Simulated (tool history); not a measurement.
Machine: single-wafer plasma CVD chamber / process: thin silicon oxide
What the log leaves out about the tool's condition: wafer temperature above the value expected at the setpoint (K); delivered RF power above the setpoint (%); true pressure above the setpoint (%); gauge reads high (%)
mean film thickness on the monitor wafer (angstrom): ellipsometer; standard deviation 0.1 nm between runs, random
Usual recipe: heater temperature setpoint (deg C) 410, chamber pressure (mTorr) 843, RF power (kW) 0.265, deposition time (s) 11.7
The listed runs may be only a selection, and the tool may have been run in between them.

run	day	heater temperature setpoint (deg C)	chamber pressure (mTorr)	RF power (kW)	deposition time (s)	wafers since the last listed run	hours since the last thermocouple change	hours since the last RF generator calibration	hours since the last manometer calibration	hours since the showerhead was replaced	hours since the gauge calibration	read-back reference wafer on the same gauge, thickness_nm	mean film thickness on the monitor wafer (angstrom)
1	0.000	410	843	0.265	10.6	0	1887.8	440.5	662.9	5279.9	513.6	25.762	206.40
2	1.229	410	843	0.265	11.7	591	1917.3	470.0	692.4	5309.4	543.1	25.823	229.90
3	1.888	410	843	0.265	11.7	316	1933.1	485.8	708.2	5325.2	558.9	25.823	226.10
4	2.725	410	843	0.265	11.7	403	1953.2	505.9	728.3	5345.3	579.0	25.842	229.81
5	3.392	410	843	0.265	11.7	320	1969.2	521.9	744.3	5361.3	595.0	25.864	229.39
6	3.988	410	843	0.230	11.7	286	1983.5	536.2	758.6	5375.6	609.3	25.865	213.61
7	5.196	410	843	0.230	11.7	581	2012.5	565.2	787.6	5404.6	638.3	25.902	214.97
8	6.246	403	843	0.235	11.7	505	2037.7	590.4	812.8	5429.8	663.5	25.949	216.60
9	7.671	403	843	0.235	11.7	685	2071.9	624.6	847.0	5464.0	697.7	25.966	217.06
10	8.788	410	843	0.265	11.7	537	2098.7	651.4	873.8	5490.8	724.5	25.991	230.49
# day 9.875: showerhead replaced
11	9.896	410	843	0.265	11.7	373	2125.3	678.0	900.4	0.5	751.1	26.020	229.74
12	10.458	410	776	0.265	11.7	270	2138.8	691.5	913.9	14.0	764.6	26.038	217.59
13	11.833	410	776	0.265	11.7	661	2171.8	724.5	946.9	47.0	797.6	26.099	217.60
# day 12.775: capacitance manometer re-zeroed and calibrated
14	13.083	410	776	0.265	11.7	441	2201.8	754.5	7.4	77.0	827.6	26.109	217.09
15	14.429	410	843	0.265	11.7	647	2234.1	786.8	39.7	109.3	859.9	26.153	232.62
16	15.421	410	843	0.265	11.7	477	2257.9	810.6	63.5	133.1	883.7	26.155	232.46
17	16.288	418	732	0.280	11.7	417	2278.7	831.4	84.3	153.9	904.5	26.175	214.57
# day 16.862: gauge calibrated
18	17.571	410	843	0.220	13.0	617	2309.5	862.2	115.1	184.7	17.0	25.264	227.46
19	18.217	410	843	0.265	11.7	310	2325.0	877.7	130.6	200.2	32.5	25.265	224.87
# day 18.912: thermocouple changed; heater temperature recalibrated
# day 19.821: RF generator calibrated
20	19.842	410	843	0.265	13.3	461	22.3	0.5	169.6	239.2	71.5	25.275	256.56
21	20.821	410	739	0.215	9.7	471	45.8	24.0	193.1	262.7	95.0	25.316	153.56
22	21.671	423	843	0.265	12.8	409	66.2	44.4	213.5	283.1	115.4	25.361	241.35
23	22.488	410	843	0.265	11.7	393	85.8	64.0	233.1	302.7	135.0	25.328	224.26
24	23.225	410	843	0.265	11.7	355	103.5	81.7	250.8	320.4	152.7	25.377	224.06
25	24.150	410	764	0.305	10.4	445	125.7	103.9	273.0	342.6	174.9	25.411	198.05
26	25.350	410	843	0.265	11.7	577	154.5	132.7	301.8	371.4	203.7	25.451	226.34
27	25.938	415	843	0.315	10.7	282	168.6	146.8	315.9	385.5	217.8	25.423	222.35
28	27.371	410	843	0.265	11.7	689	203.0	181.2	350.3	419.9	252.2	25.480	225.88
29	28.217	410	843	0.225	10.7	407	223.3	201.5	370.6	440.2	272.5	25.505	191.51
30	29.633	400	843	0.215	10.8	681	257.3	235.5	404.6	474.2	306.5	25.535	189.63

What would each run have given without the hidden state, its run-to-run variation left as it was?
run	mean film thickness on the monitor wafer (angstrom)
1	201.69
2	224.40
3	220.55
4	224.00
5	223.45
6	207.96
7	209.05
8	210.43
9	210.60
10	223.39
11	222.44
12	210.56
13	210.31
14	209.56
15	224.28
16	223.92
17	206.52
18	227.00
19	224.27
20	255.48
21	152.77
22	239.91
23	222.75
24	222.40
25	196.40
26	224.21
27	220.13
28	223.32
29	189.19
30	187.08
